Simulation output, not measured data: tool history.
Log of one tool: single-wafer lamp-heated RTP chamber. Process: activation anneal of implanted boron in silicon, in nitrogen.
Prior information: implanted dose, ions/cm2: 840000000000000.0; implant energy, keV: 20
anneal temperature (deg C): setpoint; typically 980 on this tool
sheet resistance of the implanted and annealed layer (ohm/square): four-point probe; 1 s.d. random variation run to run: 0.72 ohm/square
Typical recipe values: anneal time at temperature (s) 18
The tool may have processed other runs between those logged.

| run | hour | anneal temperature (deg C) | anneal time at temperature (s) | wafers since the last listed run | wafers since the last pyrometer calibration | wafers since the reflector plate was cleaned | hours since the gauge calibration | read-back reference wafer on the same gauge, sheet resistance | sheet resistance of the implanted and annealed layer (ohm/square) |
|---|---|---|---|---|---|---|---|---|---|
| 1 | 0 | 980 | 18 | 0 | 8110 | 9845 | 1219.5 | 131.04 | 134.06 |
|  | 18 | reflector plate cleaned |
|  | 47.7 | pyrometer window cleaned and pyrometer calibrated |
| 2 | 106.7 | 980 | 18 | 1613 | 1050 | 1436 | 1326.2 | 131.03 | 144.08 |
| 3 | 172.9 | 980 | 18 | 1177 | 2228 | 2614 | 1392.4 | 131.09 | 142.36 |
| 4 | 209.5 | 980 | 18 | 651 | 2879 | 3265 | 1429 | 130.95 | 141.92 |
| 5 | 278.5 | 980 | 18 | 1227 | 4107 | 4493 | 1498 | 130.98 | 140.06 |
| 6 | 355.9 | 980 | 18 | 1377 | 5484 | 5870 | 1575.4 | 130.9 | 138.51 |
| 7 | 392.5 | 980 | 18 | 651 | 6135 | 6521 | 1612 | 131.02 | 137.71 |
| 8 | 438.1 | 980 | 18 | 811 | 6947 | 7332 | 1657.6 | 131.15 | 137.17 |
| 9 | 481.6 | 980 | 18 | 773 | 7721 | 8106 | 1701.1 | 130.94 | 134.74 |
|  | 534.3 | pyrometer window cleaned and pyrometer calibrated |
| 10 | 547.9 | 980 | 12 | 1037 | 241 | 9144 | 1767.4 | 131.05 | 141.51 |
|  | 633.3 | gauge calibrated |
| 11 | 643 | 980 | 12 | 1692 | 1933 | 10836 | 9.7 | 131.16 | 142.44 |
| 12 | 722.9 | 980 | 12 | 1421 | 3355 | 12257 | 89.6 | 131.04 | 140.8 |
|  | 734.4 | reflector plate cleaned |
| 13 | 830.1 | 988 | 27 | 1765 | 5120 | 1702 | 196.8 | 131.06 | 136.22 |
| 14 | 925.2 | 980 | 18 | 1692 | 6812 | 3394 | 291.9 | 131.15 | 138.35 |
|  | 1008.2 | pyrometer window cleaned and pyrometer calibrated |
| 15 | 1011.3 | 962 | 18 | 1389 | 54 | 4783 | 378 | 130.95 | 157.88 |
| 16 | 1095.1 | 990 | 18 | 1491 | 1545 | 6274 | 461.8 | 130.95 | 137.72 |
| 17 | 1178.1 | 971 | 27 | 1476 | 3022 | 7751 | 544.8 | 130.72 | 142 |
| 18 | 1276.6 | 965 | 28 | 1752 | 4775 | 9504 | 643.3 | 131.04 | 144.57 |
|  | 1319.4 | reflector plate cleaned |
| 19 | 1332.2 | 980 | 18 | 846 | 5622 | 228 | 698.9 | 130.88 | 139.79 |
| 20 | 1423 | 954 | 26 | 1615 | 7237 | 1843 | 789.7 | 130.85 | 151.39 |
|  | 1445.8 | pyrometer window cleaned and pyrometer calibrated |
| 21 | 1512.6 | 980 | 18 | 1451 | 1189 | 3295 | 879.3 | 130.93 | 142.34 |
| 22 | 1609.6 | 980 | 18 | 1725 | 2914 | 5021 | 976.3 | 130.94 | 139.87 |
| 23 | 1704.5 | 1006 | 28 | 1688 | 4603 | 6710 | 1071.2 | 130.88 | 131.88 |
| 24 | 1805.3 | 980 | 24 | 1793 | 6396 | 8503 | 1172 | 131.08 | 135.9 |

Each row is a separate what-if for the run after 24, all from the same tool condition, not one after another. Results?
| A | 1805.7 | 1007 | 18 | 7 | 6404 | 8510 | 1172.4 | ? | ? |
| B | 1805.7 | 994 | 14 | 7 | 6404 | 8510 | 1172.4 | ? | ? |
| C | 1805.7 | 1007 | 27 | 7 | 6404 | 8510 | 1172.4 | ? | ? |
| D | 1805.7 | 966 | 9 | 7 | 6404 | 8510 | 1172.4 | ? | ? |

| run | read-back reference wafer on the same gauge, sheet resistance | sheet resistance of the implanted and annealed layer (ohm/square) |
|---|---|---|
| A | 130.83 | 131.55 |
| B | 130.83 | 133.68 |
| C | 130.83 | 131.03 |
| D | 130.83 | 147.72 |
What these runs would have given with no unlogged condition in the tool:
| run | sheet resistance of the implanted and annealed layer (ohm/square) |
|---|---|
| A | 133.86 |
| B | 138.61 |
| C | 133.05 |
| D | 165.74 |

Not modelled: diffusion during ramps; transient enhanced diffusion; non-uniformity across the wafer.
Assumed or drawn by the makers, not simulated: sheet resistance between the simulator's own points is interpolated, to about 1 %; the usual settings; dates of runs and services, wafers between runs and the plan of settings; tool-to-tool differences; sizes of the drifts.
